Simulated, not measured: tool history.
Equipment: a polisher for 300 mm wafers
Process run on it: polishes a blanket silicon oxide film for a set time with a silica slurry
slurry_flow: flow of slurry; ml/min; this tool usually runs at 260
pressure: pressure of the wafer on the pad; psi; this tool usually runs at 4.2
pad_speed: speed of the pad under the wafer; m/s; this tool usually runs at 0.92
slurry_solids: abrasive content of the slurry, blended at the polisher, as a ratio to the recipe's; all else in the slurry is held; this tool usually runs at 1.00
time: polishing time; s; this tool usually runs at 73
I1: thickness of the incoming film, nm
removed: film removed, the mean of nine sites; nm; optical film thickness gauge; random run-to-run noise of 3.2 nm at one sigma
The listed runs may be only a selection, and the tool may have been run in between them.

run 1 hour=0.0 | slurry_flow=260 pressure=4.2 pad_speed=0.92 slurry_solids=1.00 time=73 | I1=1144.2 | removed=227.3
run 2 hour=106.0 | slurry_flow=260 pressure=4.2 pad_speed=0.92 slurry_solids=1.00 time=73 | I1=1145.8 | removed=216.3
run 3 hour=146.4 | slurry_flow=260 pressure=4.2 pad_speed=0.92 slurry_solids=1.00 time=73 | I1=1155.8 | removed=220.0
run 4 hour=184.5 | slurry_flow=260 pressure=4.2 pad_speed=0.92 slurry_solids=1.00 time=73 | I1=1140.3 | removed=219.9
-- hour=263.8 slurry nozzle cleaned
-- hour=264.1 conditioning disc replaced and pad reconditioned
run 5 hour=272.6 | slurry_flow=260 pressure=4.2 pad_speed=0.92 slurry_solids=1.00 time=73 | I1=1152.7 | removed=245.9
-- hour=329.8 slurry blender recalibrated
run 6 hour=351.6 | slurry_flow=260 pressure=4.2 pad_speed=0.92 slurry_solids=1.00 time=73 | I1=1125.2 | removed=238.1
-- hour=411.8 worn pad replaced by a new one
run 7 hour=595.3 | slurry_flow=260 pressure=4.2 pad_speed=0.92 slurry_solids=1.00 time=73 | I1=1120.9 | removed=220.3
run 8 hour=644.9 | slurry_flow=260 pressure=4.2 pad_speed=0.92 slurry_solids=1.00 time=73 | I1=1141.5 | removed=225.6
run 9 hour=748.4 | slurry_flow=260 pressure=5.3 pad_speed=0.92 slurry_solids=1.00 time=73 | I1=1131.4 | removed=259.4
-- hour=792.2 conditioning disc replaced and pad reconditioned
-- hour=805.9 slurry nozzle cleaned
-- hour=854.2 worn pad replaced by a new one
run 10 hour=854.7 | slurry_flow=230 pressure=4.2 pad_speed=0.92 slurry_solids=1.00 time=63 | I1=1141.8 | removed=208.0
-- hour=881.8 slurry blender recalibrated
run 11 hour=913.3 | slurry_flow=260 pressure=4.2 pad_speed=0.92 slurry_solids=1.00 time=55 | I1=1142.7 | removed=175.4
run 12 hour=996.9 | slurry_flow=300 pressure=4.2 pad_speed=1.20 slurry_solids=1.00 time=73 | I1=1148.6 | removed=283.4
run 13 hour=1094.0 | slurry_flow=260 pressure=4.2 pad_speed=0.92 slurry_solids=1.00 time=73 | I1=1153.3 | removed=222.6
run 14 hour=1197.5 | slurry_flow=260 pressure=4.2 pad_speed=0.92 slurry_solids=1.00 time=73 | I1=1134.3 | removed=221.2
-- hour=1251.8 conditioning disc replaced and pad reconditioned
run 15 hour=1257.8 | slurry_flow=260 pressure=4.2 pad_speed=0.62 slurry_solids=1.00 time=73 | I1=1135.9 | removed=184.3
-- hour=1295.4 slurry nozzle cleaned
-- hour=1331.3 worn pad replaced by a new one
run 16 hour=1334.5 | slurry_flow=260 pressure=2.7 pad_speed=0.84 slurry_solids=0.75 time=99 | I1=1146.6 | removed=186.6
-- hour=1374.8 head pressure recalibrated
run 17 hour=1384.8 | slurry_flow=260 pressure=4.2 pad_speed=0.92 slurry_solids=1.00 time=73 | I1=1130.8 | removed=230.9
-- hour=1428.1 slurry blender recalibrated
run 18 hour=1457.1 | slurry_flow=260 pressure=5.3 pad_speed=1.22 slurry_solids=0.90 time=99 | I1=1125.0 | removed=422.8
run 19 hour=1535.2 | slurry_flow=260 pressure=4.2 pad_speed=0.92 slurry_solids=1.00 time=73 | I1=1143.4 | removed=219.3
run 20 hour=1608.5 | slurry_flow=260 pressure=4.2 pad_speed=0.92 slurry_solids=0.85 time=93 | I1=1136.4 | removed=264.2
run 21 hour=1681.8 | slurry_flow=260 pressure=4.2 pad_speed=0.92 slurry_solids=1.00 time=59 | I1=1142.8 | removed=179.3
-- hour=1694.7 conditioning disc replaced and pad reconditioned
-- hour=1746.3 slurry nozzle cleaned
run 22 hour=1766.6 | slurry_flow=260 pressure=4.2 pad_speed=0.62 slurry_solids=1.00 time=73 | I1=1137.3 | removed=175.1
-- hour=1789.0 worn pad replaced by a new one
run 23 hour=1858.0 | slurry_flow=260 pressure=5.5 pad_speed=1.16 slurry_solids=1.00 time=95 | I1=1163.0 | removed=439.5
run 24 hour=1903.9 | slurry_flow=260 pressure=3.4 pad_speed=0.92 slurry_solids=1.10 time=73 | I1=1122.7 | removed=210.4
-- hour=1940.9 slurry blender recalibrated
run 25 hour=1995.4 | slurry_flow=260 pressure=4.2 pad_speed=0.92 slurry_solids=0.70 time=81 | I1=1142.8 | removed=207.3

4 options for the next run, each taken on its own from the tool as it stands now. Forecast them:
run A hour=1995.9 | slurry_flow=260 pressure=4.2 pad_speed=0.80 slurry_solids=1.00 time=73 | I1=1131.0 | removed=?
run B hour=1995.9 | slurry_flow=330 pressure=4.8 pad_speed=0.92 slurry_solids=1.00 time=73 | I1=1131.0 | removed=?
run C hour=1995.9 | slurry_flow=225 pressure=3.6 pad_speed=0.92 slurry_solids=1.00 time=73 | I1=1131.0 | removed=?
run D hour=1995.9 | slurry_flow=260 pressure=2.9 pad_speed=0.92 slurry_solids=0.75 time=73 | I1=1131.0 | removed=?

run=A removed=201.9
run=B removed=250.0
run=C removed=197.7
run=D removed=150.5
Had the tool no hidden state, the same runs would have come out as:
run=A removed=221.4
run=B removed=280.1
run=C removed=217.1
run=D removed=163.3

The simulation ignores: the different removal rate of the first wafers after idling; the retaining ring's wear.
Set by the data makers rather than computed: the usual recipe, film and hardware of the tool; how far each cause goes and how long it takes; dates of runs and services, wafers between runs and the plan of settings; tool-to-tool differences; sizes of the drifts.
